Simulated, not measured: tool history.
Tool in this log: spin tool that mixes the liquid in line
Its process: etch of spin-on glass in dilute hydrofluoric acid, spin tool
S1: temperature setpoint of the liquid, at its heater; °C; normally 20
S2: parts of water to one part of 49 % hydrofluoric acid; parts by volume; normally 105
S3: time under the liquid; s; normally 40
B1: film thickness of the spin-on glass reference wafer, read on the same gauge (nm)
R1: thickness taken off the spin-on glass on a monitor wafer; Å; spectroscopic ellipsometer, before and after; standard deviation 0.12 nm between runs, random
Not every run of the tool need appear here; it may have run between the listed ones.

run 1 hour=0 | S1=18.5 S2=145 S3=40 | B1=110.01 | R1=138.9
run 2 hour=59.2 | S1=20 S2=105 S3=35 | B1=110.03 | R1=185.4
run 3 hour=119.5 | S1=20 S2=105 S3=40 | B1=110.01 | R1=212.3
run 4 hour=186 | S1=20 S2=105 S3=40 | B1=110.02 | R1=211.1
run 5 hour=211.7 | S1=24 S2=135 S3=40 | B1=110 | R1=189.3
run 6 hour=269.6 | S1=24 S2=135 S3=40 | B1=109.99 | R1=186.9
run 7 hour=309.2 | S1=20 S2=105 S3=40 | B1=109.98 | R1=212.5
run 8 hour=334.8 | S1=20 S2=105 S3=40 | B1=109.97 | R1=211.4
run 9 hour=376.3 | S1=20 S2=105 S3=40 | B1=110.01 | R1=211.8
run 10 hour=431.2 | S1=20 S2=105 S3=40 | B1=109.97 | R1=213
run 11 hour=457 | S1=20 S2=105 S3=40 | B1=109.99 | R1=211.3
-- hour=508.1 thermometer replaced
run 12 hour=624.8 | S1=20 S2=105 S3=40 | B1=109.97 | R1=211.7
run 13 hour=674.5 | S1=23.5 S2=105 S3=30 | B1=110.02 | R1=181.9
run 14 hour=700.6 | S1=20 S2=120 S3=40 | B1=109.99 | R1=182.8
run 15 hour=730.7 | S1=20 S2=120 S3=40 | B1=109.98 | R1=182.6
run 16 hour=795.3 | S1=17 S2=140 S3=30 | B1=110.02 | R1=102.1
run 17 hour=857.7 | S1=20 S2=105 S3=25 | B1=110 | R1=132.3
run 18 hour=896.6 | S1=20 S2=105 S3=40 | B1=109.98 | R1=212.2
run 19 hour=960 | S1=20 S2=145 S3=40 | B1=110 | R1=148
run 20 hour=1014.3 | S1=17.5 S2=105 S3=40 | B1=110 | R1=191.4
run 21 hour=1084.7 | S1=24 S2=135 S3=40 | B1=110.04 | R1=187.7
run 22 hour=1126.7 | S1=23.5 S2=90 S3=40 | B1=110.01 | R1=291.8
run 23 hour=1159.1 | S1=17.5 S2=105 S3=55 | B1=109.99 | R1=264.9
-- hour=1167.6 hydrofluoric acid flow meter replaced
-- hour=1254.1 gauge calibrated
run 24 hour=1281.9 | S1=20 S2=80 S3=25 | B1=110.03 | R1=179
run 25 hour=1309.3 | S1=17 S2=105 S3=25 | B1=109.99 | R1=117.9
run 26 hour=1341.3 | S1=20 S2=105 S3=40 | B1=110.01 | R1=211.5
run 27 hour=1402.2 | S1=23.5 S2=140 S3=50 | B1=110.03 | R1=220
run 28 hour=1455.8 | S1=17.5 S2=65 S3=45 | B1=109.98 | R1=362.3
run 29 hour=1516.9 | S1=17 S2=105 S3=40 | B1=110 | R1=186.5
run 30 hour=1588.9 | S1=17 S2=85 S3=50 | B1=109.99 | R1=292.2
run 31 hour=1615.3 | S1=22.5 S2=70 S3=25 | B1=110 | R1=231.2
run 32 hour=1668 | S1=20 S2=130 S3=40 | B1=109.99 | R1=167.1
run 33 hour=1721.5 | S1=20 S2=105 S3=40 | B1=110.02 | R1=212.5

5 options for the next run, each taken on its own from the tool as it stands now. Forecast them:
run A hour=1721.9 | S1=20 S2=105 S3=40 | B1=? | R1=?
run B hour=1721.9 | S1=23.5 S2=120 S3=55 | B1=? | R1=?
run C hour=1721.9 | S1=17 S2=120 S3=40 | B1=? | R1=?
run D hour=1721.9 | S1=21.5 S2=70 S3=15 | B1=? | R1=?
run E hour=1721.9 | S1=20 S2=150 S3=40 | B1=? | R1=?

run=A B1=109.99 R1=212.4
run=B B1=109.99 R1=289
run=C B1=109.99 R1=161.6
run=D B1=109.99 R1=132.3
run=E B1=109.99 R1=141.7
The same runs, with their run-to-run variation unchanged, on a tool lacking any hidden condition would have given:
run=A R1=212.4
run=B R1=289
run=C R1=161.6
run=D R1=132.3
run=E R1=141.7

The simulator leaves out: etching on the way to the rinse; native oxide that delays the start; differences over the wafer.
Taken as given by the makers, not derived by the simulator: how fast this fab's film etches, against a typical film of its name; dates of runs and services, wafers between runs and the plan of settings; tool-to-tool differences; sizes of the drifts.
